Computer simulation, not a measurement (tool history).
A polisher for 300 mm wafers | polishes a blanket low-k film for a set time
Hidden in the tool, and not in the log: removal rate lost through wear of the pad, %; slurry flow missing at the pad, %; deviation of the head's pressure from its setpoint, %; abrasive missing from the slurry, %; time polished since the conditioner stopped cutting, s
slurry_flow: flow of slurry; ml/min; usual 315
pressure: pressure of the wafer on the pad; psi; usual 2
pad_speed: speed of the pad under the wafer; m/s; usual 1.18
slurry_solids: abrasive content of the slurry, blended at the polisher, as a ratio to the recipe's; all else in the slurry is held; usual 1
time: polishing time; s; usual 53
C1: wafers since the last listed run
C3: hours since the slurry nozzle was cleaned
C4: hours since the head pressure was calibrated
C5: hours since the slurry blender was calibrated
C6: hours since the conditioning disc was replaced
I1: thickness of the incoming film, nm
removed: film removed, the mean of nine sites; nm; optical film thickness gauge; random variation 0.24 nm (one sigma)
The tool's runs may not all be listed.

Run 1, hour 0: usual settings; C1 0; wafers polished on this pad 863; C3 180.1; C4 687.8; C5 83.6; C6 58.2; I1 568.3. Result: removed 27.8 nm.
Run 2, hour 14.1: usual settings; C1 126; wafers polished on this pad 989; C3 194.2; C4 701.9; C5 97.7; C6 72.3; I1 558.3. Result: removed 27.3 nm.
Run 3, hour 37.8: usual settings; C1 212; wafers polished on this pad 1202; C3 217.9; C4 725.6; C5 121.4; C6 96; I1 550.2. Result: removed 27.1 nm.
Run 4, hour 58.4: usual settings but slurry_flow 250 ml/min, pressure 1.4 psi, slurry_solids 0.7; C1 184; wafers polished on this pad 1386; C3 238.5; C4 746.2; C5 142; C6 116.6; I1 572.5. Result: removed 17.5 nm.
Run 5, hour 117.8: usual settings but pressure 2.4 psi, time 58 s; C1 532; wafers polished on this pad 1918; C3 297.9; C4 805.6; C5 201.4; C6 176; I1 548.8. Result: removed 33.1 nm.
Run 6, hour 143: usual settings but pressure 1.5 psi, time 37 s; C1 225; wafers polished on this pad 2144; C3 323.1; C4 830.8; C5 226.6; C6 201.2; I1 562. Result: removed 14.8 nm.
At hour 146.5: slurry blender recalibrated.
Run 7, hour 162.1: usual settings; C1 153; wafers polished on this pad 2297; C3 342.2; C4 849.9; C5 15.6; C6 220.3; I1 559.7. Result: removed 28.6 nm.
Run 8, hour 195.9: usual settings but pad_speed 1.32 m/s, time 69 s; C1 302; wafers polished on this pad 2600; C3 376; C4 883.7; C5 49.4; C6 254.1; I1 571.8. Result: removed 39.7 nm.
At hour 200.9: worn pad replaced by a new one.
Run 9, hour 219.8: usual settings but pressure 1.3 psi, pad_speed 1.06 m/s, slurry_solids 0.7; C1 178; wafers polished on this pad 168; C3 399.9; C4 907.6; C5 73.3; C6 278; I1 554.9. Result: removed 16.6 nm.
Run 10, hour 254.7: usual settings but slurry_flow 260 ml/min, pressure 1.7 psi; C1 312; wafers polished on this pad 481; C3 434.8; C4 942.5; C5 108.2; C6 312.9; I1 563.9. Result: removed 24.2 nm.
At hour 262.5: conditioning disc replaced and pad reconditioned.
Run 11, hour 275.8: usual settings but slurry_flow 415 ml/min, pad_speed 0.8 m/s, time 59 s; C1 171; wafers polished on this pad 652; C3 455.9; C4 963.6; C5 129.3; C6 13.3; I1 556.9. Result: removed 24.1 nm.
Run 12, hour 302.6: usual settings but pressure 2.5 psi, pad_speed 1.54 m/s, slurry_solids 1.2; C1 240; wafers polished on this pad 892; C3 482.7; C4 990.4; C5 156.1; C6 40.1; I1 564.9. Result: removed 41.3 nm.
At hour 307.6: slurry nozzle cleaned.
Run 13, hour 335: usual settings but pressure 2.5 psi, pad_speed 1.42 m/s, slurry_solids 1.3; C1 281; wafers polished on this pad 1174; C3 27.4; C4 1022.8; C5 188.5; C6 72.5; I1 567.8. Result: removed 40.1 nm.
Run 14, hour 357.6: usual settings; C1 202; wafers polished on this pad 1376; C3 50; C4 1045.4; C5 211.1; C6 95.1; I1 572.4. Result: removed 26.2 nm.
Run 15, hour 387.5: usual settings but slurry_solids 1.2; C1 267; wafers polished on this pad 1644; C3 79.9; C4 1075.3; C5 241; C6 125; I1 555.1. Result: removed 28 nm.
At hour 424.4: slurry blender recalibrated.
Run 16, hour 449.3: usual settings but pressure 2.6 psi; C1 535; wafers polished on this pad 2180; C3 141.7; C4 1137.1; C5 24.9; C6 186.8; I1 558.2. Result: removed 35.7 nm.
Run 17, hour 467.1: usual settings but slurry_flow 230 ml/min, slurry_solids 0.8, time 37 s; C1 159; wafers polished on this pad 2339; C3 159.5; C4 1154.9; C5 42.7; C6 204.6; I1 570.2. Result: removed 17.5 nm.
Run 18, hour 491.8: usual settings but slurry_solids 0.7; C1 221; wafers polished on this pad 2560; C3 184.2; C4 1179.6; C5 67.4; C6 229.3; I1 561.2. Result: removed 24.4 nm.
At hour 494.8: head pressure recalibrated.
At hour 497.2: worn pad replaced by a new one.
Run 19, hour 535.8: usual settings but pressure 2.5 psi, slurry_solids 1.1, time 64 s; C1 355; wafers polished on this pad 345; C3 228.2; C4 41; C5 111.4; C6 273.3; I1 561.5. Result: removed 41.6 nm.
At hour 555.6: conditioning disc replaced and pad reconditioned.
Run 20, hour 569: usual settings but pad_speed 1.06 m/s, time 37 s; C1 279; wafers polished on this pad 625; C3 261.4; C4 74.2; C5 144.6; C6 13.4; I1 556.3. Result: removed 17.7 nm.
Run 21, hour 602.4: usual settings; C1 299; wafers polished on this pad 924; C3 294.8; C4 107.6; C5 178; C6 46.8; I1 558.2. Result: removed 27 nm.
Run 22, hour 630: usual settings; C1 247; wafers polished on this pad 1171; C3 322.4; C4 135.2; C5 205.6; C6 74.4; I1 551.8. Result: removed 26.6 nm.
Run 23, hour 659.8: usual settings but time 61 s; C1 266; wafers polished on this pad 1438; C3 352.2; C4 165; C5 235.4; C6 104.2; I1 564. Result: removed 30.4 nm.
Run 24, hour 689.4: usual settings but pressure 2.5 psi, slurry_solids 1.1, time 64 s; C1 265; wafers polished on this pad 1703; C3 381.8; C4 194.6; C5 265; C6 133.8; I1 550.7. Result: removed 38.3 nm.
Run 25, hour 702.6: usual settings; C1 118; wafers polished on this pad 1822; C3 395; C4 207.8; C5 278.2; C6 147; I1 564.5. Result: removed 26.1 nm.
At hour 720.6: slurry blender recalibrated.
Run 26, hour 735.3: usual settings but slurry_flow 225 ml/min, pressure 2.2 psi, time 40 s; C1 275; wafers polished on this pad 2097; C3 427.7; C4 240.5; C5 14.7; C6 179.7; I1 559.2. Result: removed 22.3 nm.
At hour 747.7: worn pad replaced by a new one.
Run 27, hour 766.6: usual settings; C1 244; wafers polished on this pad 169; C3 459; C4 271.8; C5 46; C6 211; I1 565.3. Result: removed 28.6 nm.

Forecast each of these 3 alternatives for the next run:
Run A, hour 767: usual settings but pad_speed 1.32 m/s; C1 3; wafers polished on this pad 172; C3 459.4; C4 272.2; C5 46.4; C6 211.4; I1 553.4. Result: removed ?.
Run B, hour 767: usual settings but pressure 1.3 psi, slurry_solids 1.15, time 41 s; C1 3; wafers polished on this pad 172; C3 459.4; C4 272.2; C5 46.4; C6 211.4; I1 553.4. Result: removed ?.
Run C, hour 767: usual settings but pad_speed 1.06 m/s, slurry_solids 0.8; C1 3; wafers polished on this pad 172; C3 459.4; C4 272.2; C5 46.4; C6 211.4; I1 553.4. Result: removed ?.

run  removed
  A     30.5
  B     16.9
  C       24
Without the tool's hidden state the same runs would have given:
run  removed
  A     31.4
  B     17.3
  C     24.8
